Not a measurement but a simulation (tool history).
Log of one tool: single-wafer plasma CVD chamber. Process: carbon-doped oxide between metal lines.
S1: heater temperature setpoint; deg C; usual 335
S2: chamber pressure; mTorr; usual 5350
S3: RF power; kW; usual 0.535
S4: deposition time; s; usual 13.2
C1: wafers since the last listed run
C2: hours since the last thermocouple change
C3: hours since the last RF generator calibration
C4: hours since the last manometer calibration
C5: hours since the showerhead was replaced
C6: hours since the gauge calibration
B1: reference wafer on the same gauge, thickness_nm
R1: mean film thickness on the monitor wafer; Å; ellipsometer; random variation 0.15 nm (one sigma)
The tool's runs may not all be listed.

Run 1, day 0.000: usual settings; C1 0; C2 592.4; C3 764.6; C4 1302.8; C5 6329.8; C6 38.3; B1 64.063. Result: R1 700.51 Å.
Run 2, day 2.083: usual settings; C1 788; C2 642.4; C3 814.6; C4 1352.8; C5 6379.8; C6 88.3; B1 64.101. Result: R1 701.94 Å.
Run 3, day 5.738: usual settings; C1 1382; C2 730.1; C3 902.3; C4 1440.5; C5 6467.5; C6 176.0; B1 64.137. Result: R1 696.11 Å.
Run 4, day 7.533: usual settings; C1 679; C2 773.2; C3 945.4; C4 1483.6; C5 6510.6; C6 219.1; B1 64.102. Result: R1 698.30 Å.
Run 5, day 10.392: usual settings; C1 1081; C2 841.8; C3 1014.0; C4 1552.2; C5 6579.2; C6 287.7; B1 64.118. Result: R1 696.64 Å.
Run 6, day 14.804: usual settings; C1 1669; C2 947.7; C3 1119.9; C4 1658.1; C5 6685.1; C6 393.6; B1 64.089. Result: R1 692.56 Å.
Run 7, day 19.229: usual settings but S4 13.8 s; C1 1673; C2 1053.9; C3 1226.1; C4 1764.3; C5 6791.3; C6 499.8; B1 64.071. Result: R1 724.91 Å.
Run 8, day 22.488: usual settings but S4 13.8 s; C1 1232; C2 1132.1; C3 1304.3; C4 1842.5; C5 6869.5; C6 578.0; B1 64.109. Result: R1 719.93 Å.
At day 23.625: thermocouple changed; heater temperature recalibrated.
Run 9, day 24.992: usual settings but S2 4290 mTorr, S4 15.5 s; C1 821; C2 32.8; C3 1364.4; C4 1902.6; C5 6929.6; C6 638.1; B1 64.105. Result: R1 768.52 Å.
At day 27.188: capacitance manometer re-zeroed and calibrated.
Run 10, day 27.900: usual settings but S3 0.445 kW; C1 974; C2 102.6; C3 1434.2; C4 17.1; C5 6999.4; C6 707.9; B1 64.103. Result: R1 622.21 Å.
At day 28.725: RF generator calibrated.
Run 11, day 29.788: usual settings; C1 587; C2 147.9; C3 25.5; C4 62.4; C5 7044.7; C6 753.2; B1 64.102. Result: R1 705.55 Å.
At day 31.883: showerhead replaced.
Run 12, day 34.188: usual settings but S2 6610 mTorr; C1 1538; C2 253.5; C3 131.1; C4 168.0; C5 55.3; C6 858.8; B1 64.132. Result: R1 723.76 Å.
At day 38.600: gauge calibrated.
Run 13, day 41.983: usual settings but S1 349 deg C, S2 4550 mTorr, S3 0.565 kW, S4 11.8 s; C1 2948; C2 440.6; C3 318.2; C4 355.1; C5 242.4; C6 81.2; B1 64.091. Result: R1 596.21 Å.
Run 14, day 44.308: usual settings but S3 0.450 kW, S4 15.2 s; C1 879; C2 496.4; C3 374.0; C4 410.9; C5 298.2; C6 137.0; B1 64.124. Result: R1 740.50 Å.
Run 15, day 46.133: usual settings but S1 323 deg C, S4 10.9 s; C1 690; C2 540.2; C3 417.8; C4 454.7; C5 342.0; C6 180.8; B1 64.097. Result: R1 611.09 Å.
Run 16, day 49.133: usual settings but S1 344 deg C, S2 6380 mTorr, S3 0.450 kW, S4 11.2 s; C1 1134; C2 612.2; C3 489.8; C4 526.7; C5 414.0; C6 252.8; B1 64.080. Result: R1 541.53 Å.

4 ways to go on from here, each from the tool as it stands after run 16. What would each give?
Run A, day 49.150: usual settings; C1 6; C2 612.6; C3 490.2; C4 527.1; C5 414.4; C6 253.2; B1 ?. Result: R1 ?.
Run B, day 49.150: usual settings but S3 0.585 kW; C1 6; C2 612.6; C3 490.2; C4 527.1; C5 414.4; C6 253.2; B1 ?. Result: R1 ?.
Run C, day 49.150: usual settings but S1 340 deg C, S3 0.600 kW, S4 11.4 s; C1 6; C2 612.6; C3 490.2; C4 527.1; C5 414.4; C6 253.2; B1 ?. Result: R1 ?.
Run D, day 49.150: usual settings but S3 0.620 kW; C1 6; C2 612.6; C3 490.2; C4 527.1; C5 414.4; C6 253.2; B1 ?. Result: R1 ?.

run      B1      R1
  A  64.155  704.99
  B  64.155  738.02
  C  64.155  635.33
  D  64.155  760.23
Without the tool's hidden state the same runs would have given:
run      R1
  A  713.44
  B  746.63
  C  642.74
  D  769.09
